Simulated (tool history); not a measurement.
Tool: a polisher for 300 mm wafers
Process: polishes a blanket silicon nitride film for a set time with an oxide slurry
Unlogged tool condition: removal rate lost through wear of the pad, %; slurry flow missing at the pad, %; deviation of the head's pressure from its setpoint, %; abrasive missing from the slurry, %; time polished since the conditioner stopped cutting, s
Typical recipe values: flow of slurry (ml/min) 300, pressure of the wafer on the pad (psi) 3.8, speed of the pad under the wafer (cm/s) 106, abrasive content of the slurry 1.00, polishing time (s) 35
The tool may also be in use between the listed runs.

| run | hour | flow of slurry (ml/min) | pressure of the wafer on the pad (psi) | speed of the pad under the wafer (cm/s) | abrasive content of the slurry | polishing time (s) | wafers since the last listed run | wafers polished on this pad | hours since the slurry nozzle was cleaned | hours since the head pressure was calibrated | hours since the slurry blender was calibrated | hours since the conditioning disc was replaced | incoming thickness of the incoming film, nm | film removed (nm) |
|---|---|---|---|---|---|---|---|---|---|---|---|---|---|---|
| 1 | 0.0 | 300 | 3.8 | 106 | 1.00 | 35 | 0 | 3001 | 79.8 | 592.9 | 104.7 | 184.1 | 595.3 | 21.5 |
| 2 | 45.9 | 300 | 3.8 | 106 | 1.00 | 35 | 837 | 3838 | 125.7 | 638.8 | 150.6 | 230.0 | 607.9 | 21.0 |
|  | 129.0 | conditioning disc replaced and pad reconditioned |
|  | 147.7 | worn pad replaced by a new one |
|  | 260.0 | slurry blender recalibrated |
| 3 | 310.0 | 300 | 3.8 | 106 | 1.00 | 35 | 4671 | 2924 | 389.8 | 902.9 | 50.0 | 181.0 | 596.4 | 20.5 |
|  | 406.1 | conditioning disc replaced and pad reconditioned |
|  | 411.1 | worn pad replaced by a new one |
| 4 | 411.6 | 300 | 3.8 | 118 | 1.00 | 35 | 1744 | 9 | 491.4 | 1004.5 | 151.6 | 5.5 | 591.8 | 22.2 |
|  | 461.9 | slurry nozzle cleaned |
| 5 | 503.6 | 300 | 3.8 | 106 | 1.00 | 42 | 1660 | 1669 | 41.7 | 1096.5 | 243.6 | 97.5 | 592.7 | 25.3 |
| 6 | 607.5 | 300 | 3.8 | 106 | 1.00 | 26 | 1895 | 3564 | 145.6 | 1200.4 | 347.5 | 201.4 | 603.4 | 15.1 |
|  | 636.7 | slurry blender recalibrated |
|  | 640.4 | head pressure recalibrated |
| 7 | 690.3 | 300 | 3.8 | 106 | 1.00 | 26 | 1437 | 5002 | 228.4 | 49.9 | 53.6 | 284.2 | 585.7 | 15.6 |
|  | 719.1 | conditioning disc replaced and pad reconditioned |
|  | 725.1 | worn pad replaced by a new one |
| 8 | 923.4 | 300 | 3.8 | 106 | 0.85 | 35 | 4142 | 3618 | 461.5 | 283.0 | 286.7 | 204.3 | 597.0 | 18.9 |
|  | 928.5 | slurry nozzle cleaned |
| 9 | 1005.5 | 400 | 3.8 | 116 | 1.00 | 35 | 1479 | 5097 | 77.0 | 365.1 | 368.8 | 286.4 | 599.6 | 23.3 |
|  | 1021.6 | worn pad replaced by a new one |
|  | 1029.0 | conditioning disc replaced and pad reconditioned |
| 10 | 1041.9 | 300 | 3.8 | 106 | 1.00 | 47 | 554 | 333 | 113.4 | 401.5 | 405.2 | 12.9 | 603.2 | 28.6 |
|  | 1061.6 | slurry blender recalibrated |
| 11 | 1140.2 | 300 | 3.8 | 106 | 1.00 | 35 | 1756 | 2090 | 211.7 | 499.8 | 78.6 | 111.2 | 603.0 | 20.8 |
| 12 | 1194.7 | 300 | 4.5 | 106 | 1.00 | 35 | 994 | 3084 | 266.2 | 554.3 | 133.1 | 165.7 | 594.8 | 24.5 |
| 13 | 1241.3 | 300 | 3.3 | 106 | 1.00 | 44 | 850 | 3934 | 312.8 | 600.9 | 179.7 | 212.3 | 603.4 | 22.3 |
| 14 | 1279.4 | 300 | 3.3 | 106 | 0.85 | 35 | 695 | 4629 | 350.9 | 639.0 | 217.8 | 250.4 | 602.2 | 16.4 |
|  | 1295.8 | worn pad replaced by a new one |
|  | 1358.3 | conditioning disc replaced and pad reconditioned |
| 15 | 1372.0 | 300 | 4.4 | 106 | 1.20 | 35 | 1579 | 1354 | 443.5 | 731.6 | 310.4 | 13.7 | 597.9 | 25.8 |
| 16 | 1411.3 | 300 | 3.8 | 106 | 1.00 | 35 | 716 | 2071 | 482.8 | 770.9 | 349.7 | 53.0 | 609.8 | 20.2 |
|  | 1432.5 | slurry nozzle cleaned |
|  | 1487.0 | slurry blender recalibrated |
| 17 | 1505.1 | 300 | 3.8 | 88 | 0.90 | 31 | 1656 | 3727 | 72.6 | 864.7 | 18.1 | 146.8 | 598.7 | 15.2 |

Table of differences, measured result less the result of that run with no hidden state. Run-to-run variation is the same in both. Gauge scatter possibly is not:
| run | film removed (nm) |
|---|---|
| 1 | -0.4 |
| 2 | -0.4 |
| 3 | -0.9 |
| 4 | -1.0 |
| 5 | -0.3 |
| 6 | -0.5 |
| 7 | -0.6 |
| 8 | -1.0 |
| 9 | -0.3 |
| 10 | -0.5 |
| 11 | -0.6 |
| 12 | -0.9 |
| 13 | -0.9 |
| 14 | -0.7 |
| 15 | -1.2 |
| 16 | -0.9 |
| 17 | -0.3 |
